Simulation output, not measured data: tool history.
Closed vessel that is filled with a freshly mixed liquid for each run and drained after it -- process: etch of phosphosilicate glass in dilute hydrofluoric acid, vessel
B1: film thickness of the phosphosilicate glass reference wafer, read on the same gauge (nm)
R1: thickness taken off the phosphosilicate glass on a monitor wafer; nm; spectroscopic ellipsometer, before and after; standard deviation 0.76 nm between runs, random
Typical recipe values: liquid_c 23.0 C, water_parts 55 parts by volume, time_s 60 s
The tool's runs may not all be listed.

Run 1, day 0.000: usual settings; B1 30.01. Result: R1 128.96 nm.
Run 2, day 0.362: usual settings; B1 29.99. Result: R1 129.13 nm.
At day 0.725: hydrofluoric acid flow meter replaced.
Run 3, day 0.950: usual settings but water_parts 40 parts by volume; B1 29.98. Result: R1 158.75 nm.
Run 4, day 1.446: usual settings but time_s 75 s; B1 29.99. Result: R1 141.97 nm.
Run 5, day 3.600: usual settings but time_s 50 s; B1 29.95. Result: R1 95.39 nm.
Run 6, day 4.042: usual settings; B1 29.99. Result: R1 114.64 nm.
Run 7, day 4.417: usual settings; B1 30.00. Result: R1 113.87 nm.
Run 8, day 5.142: usual settings; B1 29.97. Result: R1 113.46 nm.
Run 9, day 5.396: usual settings; B1 30.02. Result: R1 115.84 nm.
Run 10, day 5.771: usual settings; B1 30.00. Result: R1 114.45 nm.
At day 5.938: thermometer replaced.
Run 11, day 6.246: usual settings but liquid_c 27.5 C; B1 29.95. Result: R1 153.62 nm.
Run 12, day 6.900: usual settings but liquid_c 25.5 C, water_parts 45 parts by volume, time_s 40 s; B1 30.00. Result: R1 117.70 nm.
Run 13, day 7.517: usual settings but liquid_c 24.5 C, water_parts 65 parts by volume, time_s 40 s; B1 30.01. Result: R1 76.68 nm.
Run 14, day 8.208: usual settings but liquid_c 24.5 C, time_s 45 s; B1 30.01. Result: R1 102.31 nm.
Run 15, day 8.550: usual settings but liquid_c 26.0 C, water_parts 40 parts by volume, time_s 95 s; B1 30.00. Result: R1 323.44 nm.
Run 16, day 8.833: usual settings but time_s 30 s; B1 29.98. Result: R1 64.47 nm.
Run 17, day 10.925: usual settings but liquid_c 27.5 C, water_parts 65 parts by volume, time_s 45 s; B1 30.00. Result: R1 96.40 nm.
At day 10.962: gauge calibrated.
Run 18, day 11.588: usual settings but liquid_c 27.0 C, water_parts 70 parts by volume, time_s 40 s; B1 30.02. Result: R1 77.51 nm.
Run 19, day 11.896: usual settings but liquid_c 19.0 C, water_parts 35 parts by volume, time_s 75 s; B1 30.00. Result: R1 219.37 nm.
Run 20, day 12.342: usual settings but liquid_c 19.5 C, time_s 70 s; B1 30.01. Result: R1 127.42 nm.
Run 21, day 12.646: usual settings but time_s 85 s; B1 30.02. Result: R1 181.07 nm.
Run 22, day 13.104: usual settings; B1 30.04. Result: R1 128.37 nm.
Run 23, day 13.504: usual settings but time_s 70 s; B1 29.96. Result: R1 148.84 nm.
Run 24, day 13.788: usual settings; B1 29.98. Result: R1 129.39 nm.
Run 25, day 14.071: usual settings; B1 29.97. Result: R1 128.45 nm.
Run 26, day 14.700: usual settings; B1 30.00. Result: R1 128.87 nm.
Run 27, day 15.408: usual settings but liquid_c 26.0 C, water_parts 70 parts by volume; B1 30.02. Result: R1 111.69 nm.

For run 28, what comes out?
Run 28, day 15.971: usual settings; B1 ?. Result: R1 ?.

{"run 28": {"B1": 30.02, "R1": 128.83}}
Take away the tool's hidden state, keep the run-to-run variation as it was, and the same run would have given R1 127.03 nm.

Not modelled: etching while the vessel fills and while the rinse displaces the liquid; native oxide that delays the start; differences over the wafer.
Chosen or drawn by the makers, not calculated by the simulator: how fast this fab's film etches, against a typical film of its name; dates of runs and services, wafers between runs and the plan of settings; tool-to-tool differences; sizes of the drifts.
